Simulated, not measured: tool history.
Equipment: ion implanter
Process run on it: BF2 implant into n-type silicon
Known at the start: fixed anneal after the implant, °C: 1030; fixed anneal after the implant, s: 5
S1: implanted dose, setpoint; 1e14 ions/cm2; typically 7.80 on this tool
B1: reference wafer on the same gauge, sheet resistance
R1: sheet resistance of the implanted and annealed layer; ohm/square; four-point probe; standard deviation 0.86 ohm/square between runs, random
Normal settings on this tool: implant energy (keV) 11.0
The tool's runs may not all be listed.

{"run": 1, "hour": 0.0, "S1": 7.8, "implant energy (keV)": 11.0, "B1": 341.71, "R1": 293.64}
{"run": 2, "hour": 60.3, "S1": 7.8, "implant energy (keV)": 11.0, "B1": 342.05, "R1": 294.89}
{"hour": 91.9, "done": "Faraday cup replaced and dose calibrated"}
{"run": 3, "hour": 106.7, "S1": 8.35, "implant energy (keV)": 9.0, "B1": 342.28, "R1": 317.09}
{"run": 4, "hour": 209.2, "S1": 7.8, "implant energy (keV)": 11.0, "B1": 341.73, "R1": 299.35}
{"hour": 297.9, "done": "gauge calibrated"}
{"run": 5, "hour": 307.2, "S1": 7.8, "implant energy (keV)": 11.0, "B1": 341.66, "R1": 299.1}
{"run": 6, "hour": 381.2, "S1": 7.8, "implant energy (keV)": 11.0, "B1": 342.11, "R1": 299.27}
{"run": 7, "hour": 418.0, "S1": 7.8, "implant energy (keV)": 11.0, "B1": 341.62, "R1": 298.15}
{"run": 8, "hour": 456.2, "S1": 7.8, "implant energy (keV)": 11.0, "B1": 341.64, "R1": 298.14}
{"run": 9, "hour": 525.8, "S1": 7.8, "implant energy (keV)": 11.0, "B1": 341.79, "R1": 299.36}
{"run": 10, "hour": 626.8, "S1": 7.8, "implant energy (keV)": 11.0, "B1": 341.78, "R1": 300.53}
{"run": 11, "hour": 684.2, "S1": 7.8, "implant energy (keV)": 11.0, "B1": 342.1, "R1": 298.44}
{"run": 12, "hour": 749.7, "S1": 7.8, "implant energy (keV)": 10.0, "B1": 342.27, "R1": 310.14}
{"run": 13, "hour": 808.4, "S1": 7.8, "implant energy (keV)": 10.0, "B1": 342.02, "R1": 310.91}
{"run": 14, "hour": 896.7, "S1": 6.07, "implant energy (keV)": 11.0, "B1": 342.14, "R1": 322.49}
{"run": 15, "hour": 936.4, "S1": 6.07, "implant energy (keV)": 11.0, "B1": 342.12, "R1": 321.57}
{"run": 16, "hour": 1002.4, "S1": 9.97, "implant energy (keV)": 13.0, "B1": 341.68, "R1": 261.84}
{"run": 17, "hour": 1074.4, "S1": 7.8, "implant energy (keV)": 10.0, "B1": 341.64, "R1": 309.91}
{"run": 18, "hour": 1153.3, "S1": 9.0, "implant energy (keV)": 15.0, "B1": 342.16, "R1": 249.86}
{"run": 19, "hour": 1215.7, "S1": 6.12, "implant energy (keV)": 14.5, "B1": 342.02, "R1": 287.7}
{"hour": 1270.5, "done": "extraction supply calibrated"}
{"run": 20, "hour": 1292.0, "S1": 6.99, "implant energy (keV)": 9.5, "B1": 341.85, "R1": 324.74}
{"run": 21, "hour": 1384.5, "S1": 7.8, "implant energy (keV)": 12.5, "B1": 341.97, "R1": 281.06}
{"run": 22, "hour": 1447.4, "S1": 9.28, "implant energy (keV)": 9.0, "B1": 342.18, "R1": 307.5}
{"run": 23, "hour": 1519.5, "S1": 5.79, "implant energy (keV)": 9.0, "B1": 341.73, "R1": 354.84}
{"hour": 1532.3, "done": "Faraday cup replaced and dose calibrated"}
{"hour": 1655.8, "done": "gauge calibrated"}
{"run": 24, "hour": 1729.1, "S1": 7.8, "implant energy (keV)": 11.0, "B1": 342.15, "R1": 299.87}
{"run": 25, "hour": 1806.5, "S1": 7.8, "implant energy (keV)": 11.0, "B1": 341.9, "R1": 299.76}
{"run": 26, "hour": 1870.6, "S1": 6.62, "implant energy (keV)": 14.5, "B1": 341.71, "R1": 282.84}
{"run": 27, "hour": 1945.8, "S1": 5.87, "implant energy (keV)": 9.0, "B1": 342.12, "R1": 357.43}
{"run": 28, "hour": 1991.8, "S1": 6.87, "implant energy (keV)": 13.5, "B1": 341.98, "R1": 287.5}
{"run": 29, "hour": 2052.1, "S1": 6.01, "implant energy (keV)": 7.0, "B1": 341.84, "R1": 393.19}
{"run": 30, "hour": 2146.3, "S1": 7.8, "implant energy (keV)": 11.0, "B1": 341.99, "R1": 299.76}

State the hidden condition of the tool at each of the runs:
deviation of the true energy from its setpoint, %: 0, the same for each run
gauge reads high (%): 0, the same for each run
H1: deviation of the true dose from the Faraday cup's reading, %
run=1 H1=6.27
run=2 H1=6.49
run=3 H1=-0.309
run=4 H1=0.0649
run=5 H1=0.422
run=6 H1=0.692
run=7 H1=0.826
run=8 H1=0.965
run=9 H1=1.22
run=10 H1=1.59
run=11 H1=1.8
run=12 H1=2.04
run=13 H1=2.25
run=14 H1=2.57
run=15 H1=2.72
run=16 H1=2.96
run=17 H1=3.22
run=18 H1=3.51
run=19 H1=3.73
run=20 H1=4.01
run=21 H1=4.35
run=22 H1=4.58
run=23 H1=4.84
run=24 H1=-0.253
run=25 H1=0.0291
run=26 H1=0.263
run=27 H1=0.537
run=28 H1=0.705
run=29 H1=0.925
run=30 H1=1.27
